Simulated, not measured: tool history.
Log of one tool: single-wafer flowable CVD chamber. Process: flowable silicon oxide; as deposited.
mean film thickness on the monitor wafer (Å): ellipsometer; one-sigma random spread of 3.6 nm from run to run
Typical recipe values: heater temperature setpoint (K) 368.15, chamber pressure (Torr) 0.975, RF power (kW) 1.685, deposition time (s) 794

| run | hour | heater temperature setpoint (K) | chamber pressure (Torr) | RF power (kW) | deposition time (s) | read-back reference wafer on the same gauge, thickness_nm | mean film thickness on the monitor wafer (Å) |
|---|---|---|---|---|---|---|---|
| 1 | 0 | 368.15 | 0.894 | 1.685 | 794 | 597.797 | 5516.04 |
|  | 9.5 | thermocouple changed; heater temperature recalibrated |
| 2 | 12.8 | 368.15 | 0.894 | 1.685 | 794 | 596.003 | 7642.86 |
| 3 | 22.7 | 368.15 | 0.975 | 1.485 | 794 | 595.789 | 8098.45 |
| 4 | 29.2 | 368.15 | 0.975 | 1.485 | 794 | 597.112 | 8044.8 |
| 5 | 40.7 | 377.15 | 0.975 | 1.685 | 794 | 596.8 | 6026.91 |
| 6 | 52 | 368.15 | 0.975 | 1.685 | 794 | 596.959 | 8392.68 |
| 7 | 62.8 | 368.15 | 0.975 | 1.685 | 794 | 597.424 | 8323.28 |
| 8 | 77 | 368.15 | 0.975 | 1.685 | 838 | 596.915 | 8816.22 |
| 9 | 87.4 | 368.15 | 0.975 | 1.685 | 794 | 596.361 | 8296.51 |
| 10 | 103.1 | 358.15 | 0.887 | 1.685 | 794 | 597.313 | 10453.55 |
|  | 120.1 | thermocouple changed; heater temperature recalibrated, repeated, since the last time left the tool worse |
|  | 123.4 | showerhead replaced |
| 11 | 123.9 | 381.15 | 0.975 | 1.685 | 710 | 596.417 | 3724.38 |
| 12 | 135.4 | 382.15 | 1.134 | 2.02 | 856 | 595.447 | 5159.33 |
|  | 136.6 | gauge calibrated |
|  | 150.3 | capacitance manometer re-zeroed and calibrated |
| 13 | 150.8 | 368.15 | 0.975 | 1.685 | 794 | 596.746 | 6800.33 |
| 14 | 162.5 | 368.15 | 0.975 | 1.995 | 870 | 597.73 | 7671.56 |
| 15 | 195.5 | 368.15 | 0.975 | 1.685 | 938 | 595.848 | 8026.35 |
| 16 | 211.4 | 373.15 | 0.975 | 1.685 | 659 | 597.048 | 4688.47 |
| 17 | 225.4 | 368.15 | 0.742 | 1.685 | 794 | 598.096 | 5167.22 |
| 18 | 239.7 | 376.15 | 0.975 | 1.46 | 716 | 596.497 | 4330.96 |
| 19 | 252.1 | 360.15 | 1.039 | 1.685 | 794 | 596.076 | 9605.53 |
| 20 | 267.6 | 368.15 | 0.975 | 1.46 | 794 | 596.692 | 6514.62 |
| 21 | 283.8 | 355.15 | 0.975 | 1.835 | 794 | 597.727 | 10825.94 |
| 22 | 293 | 368.15 | 0.975 | 1.685 | 735 | 596.501 | 6237.1 |
| 23 | 336.3 | 368.15 | 0.975 | 1.685 | 943 | 597.286 | 8034.38 |
| 24 | 346.1 | 368.15 | 0.975 | 1.685 | 794 | 597.281 | 6785.25 |
| 25 | 355.5 | 368.15 | 0.975 | 1.685 | 794 | 595.821 | 6684.97 |
| 26 | 362.2 | 380.15 | 1.194 | 1.685 | 794 | 597.43 | 5245.49 |
| 27 | 377.7 | 377.15 | 0.975 | 1.585 | 656 | 598.173 | 3911.3 |
| 28 | 387.8 | 368.15 | 0.975 | 1.685 | 943 | 597.398 | 8052.2 |

Alternative continuations, all from the tool just after run 28; predict every row:
| A | 388.4 | 368.15 | 0.975 | 1.685 | 794 | ? | ? |
| B | 388.4 | 368.15 | 0.975 | 1.685 | 744 | ? | ? |
| C | 388.4 | 368.15 | 0.784 | 1.685 | 682 | ? | ? |
| D | 388.4 | 368.15 | 0.901 | 1.435 | 794 | ? | ? |

| run | read-back reference wafer on the same gauge, thickness_nm | mean film thickness on the monitor wafer (Å) |
|---|---|---|
| A | 597.931 | 6751.75 |
| B | 597.931 | 6326.58 |
| C | 597.931 | 4663.51 |
| D | 597.931 | 6012.86 |
The same runs, with their run-to-run variation unchanged, on a tool lacking any hidden condition would have given:
| run | mean film thickness on the monitor wafer (Å) |
|---|---|
| A | 6726.19 |
| B | 6302.63 |
| C | 4645.86 |
| D | 5990.1 |
